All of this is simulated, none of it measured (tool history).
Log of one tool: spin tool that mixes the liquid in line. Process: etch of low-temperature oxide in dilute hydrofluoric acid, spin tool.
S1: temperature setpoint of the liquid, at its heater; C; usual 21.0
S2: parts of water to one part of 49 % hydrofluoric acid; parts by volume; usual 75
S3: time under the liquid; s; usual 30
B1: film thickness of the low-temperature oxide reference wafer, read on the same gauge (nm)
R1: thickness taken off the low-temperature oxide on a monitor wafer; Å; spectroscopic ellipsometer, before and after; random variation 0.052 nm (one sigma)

run     day    S1   S2  S3     B1     R1
  1   0.000  21.0   75  30  70.04   79.7
  2   1.179  21.0   75  30  70.00   80.2
  3   3.158  21.0   75  30  70.01   81.6
  4   5.712  21.0   75  30  69.98   81.7
  5   8.200  21.0   75  30  70.00   82.4
  6   9.767  21.0   75  30  70.03   83.4
  7  12.646  21.0   75  30  69.99   84.8
  8  14.058  21.0   75  30  70.00   84.9
     15.342  -- hydrofluoric acid flow meter replaced
  9  16.908  21.0   75  15  70.04   40.4
 10  19.042  23.0   75  30  69.99   87.8
 11  20.208  21.0   60  30  69.99  103.3
 12  22.812  21.0   60  30  69.99  104.6
 13  25.033  21.0   75  30  69.99   82.6
     25.512  -- gauge calibrated
 14  26.496  21.0   75  40  70.01  111.1
 15  29.450  21.0   75  30  70.03   82.8
 16  32.300  21.0   75  30  69.99   83.7
 17  34.600  19.0   50  30  70.00  122.0
 18  35.867  21.0  100  30  70.00   62.1
 19  37.433  24.5  100  20  70.00   48.1
 20  38.746  25.0   55  15  70.03   71.6
     40.025  -- thermometer replaced
 21  40.046  18.0   75  40  69.98   94.5
     41.879  -- hydrofluoric acid flow meter replaced
 22  42.858  21.0   55  30  70.01  106.2
 23  45.362  21.0   75  30  69.99   77.2
 24  47.196  19.0   50  30  70.00  110.1
 25  48.700  21.0   55  40  70.00  143.0
 26  50.612  21.0   75  30  70.01   78.2
 27  56.942  21.0   75  45  70.00  119.7
 28  58.512  19.0   75  50  70.01  123.2

5 ways to go on from here, each from the tool as it stands after run 28. What would each give?
  A  58.529  21.0   75  30   ?   ?
  B  58.529  25.0  100  30   ?   ?
  C  58.529  17.0   75  30   ?   ?
  D  58.529  17.0   60  45   ?   ?
  E  58.529  21.0   65  40   ?   ?

run     B1     R1
  A  70.01   79.8
  B  70.01   68.2
  C  70.01   67.4
  D  70.01  128.5
  E  70.01  124.2
Without the tool's hidden state the same runs would have given:
run     R1
  A   74.5
  B   63.7
  C   62.9
  D  119.9
  E  116.0
